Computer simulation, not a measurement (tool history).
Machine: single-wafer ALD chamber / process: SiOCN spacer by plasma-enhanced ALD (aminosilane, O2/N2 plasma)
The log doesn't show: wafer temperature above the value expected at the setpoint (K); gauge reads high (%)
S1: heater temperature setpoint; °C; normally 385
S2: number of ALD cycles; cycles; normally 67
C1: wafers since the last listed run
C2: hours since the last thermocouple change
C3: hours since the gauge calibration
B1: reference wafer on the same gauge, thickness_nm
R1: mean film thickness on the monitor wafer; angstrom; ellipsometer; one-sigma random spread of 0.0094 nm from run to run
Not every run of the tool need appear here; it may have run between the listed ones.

run	day	S1	S2	C1	C2	C3	B1	R1
1	0.000	385	63	0	821.6	145.5	3.169	34.87
2	0.621	385	63	68	836.5	160.4	3.165	35.17
3	1.712	385	63	119	862.7	186.6	3.163	34.92
4	2.588	385	67	96	883.7	207.6	3.160	37.01
5	3.092	385	67	55	895.8	219.7	3.162	37.25
6	4.525	385	67	157	930.2	254.1	3.163	37.32
7	5.417	385	67	97	951.6	275.5	3.161	37.18
8	6.267	389	61	93	972.0	295.9	3.161	33.65
9	6.846	394	60	63	985.9	309.8	3.156	33.20
10	7.946	385	62	120	1012.3	336.2	3.158	34.31
11	8.971	376	60	112	1036.9	360.8	3.155	33.32
# day 9.300: gauge calibrated
12	9.471	385	62	54	1048.9	4.1	3.187	34.79
# day 9.850: thermocouple changed; heater temperature recalibrated
13	10.342	393	73	59	11.8	25.0	3.180	40.86
14	11.675	399	76	146	43.8	57.0	3.173	42.24
15	12.688	399	73	111	68.1	81.3	3.171	40.57

Hidden state at the last listed run before each entry between runs and at the first one after, where it differs:
After run 11, before run 12: gauge calibrated (day 9.300)
  gauge reads high (%): -1.03 -> -0.0584
  measured value less the no-hidden-state value, R1: -0.34 -> -0.02 angstrom
After run 12, before run 13: thermocouple changed; heater temperature recalibrated (day 9.850)
  gauge reads high (%): -0.0584 -> -0.255
  measured value less the no-hidden-state value, R1: -0.02 -> -0.10 angstrom

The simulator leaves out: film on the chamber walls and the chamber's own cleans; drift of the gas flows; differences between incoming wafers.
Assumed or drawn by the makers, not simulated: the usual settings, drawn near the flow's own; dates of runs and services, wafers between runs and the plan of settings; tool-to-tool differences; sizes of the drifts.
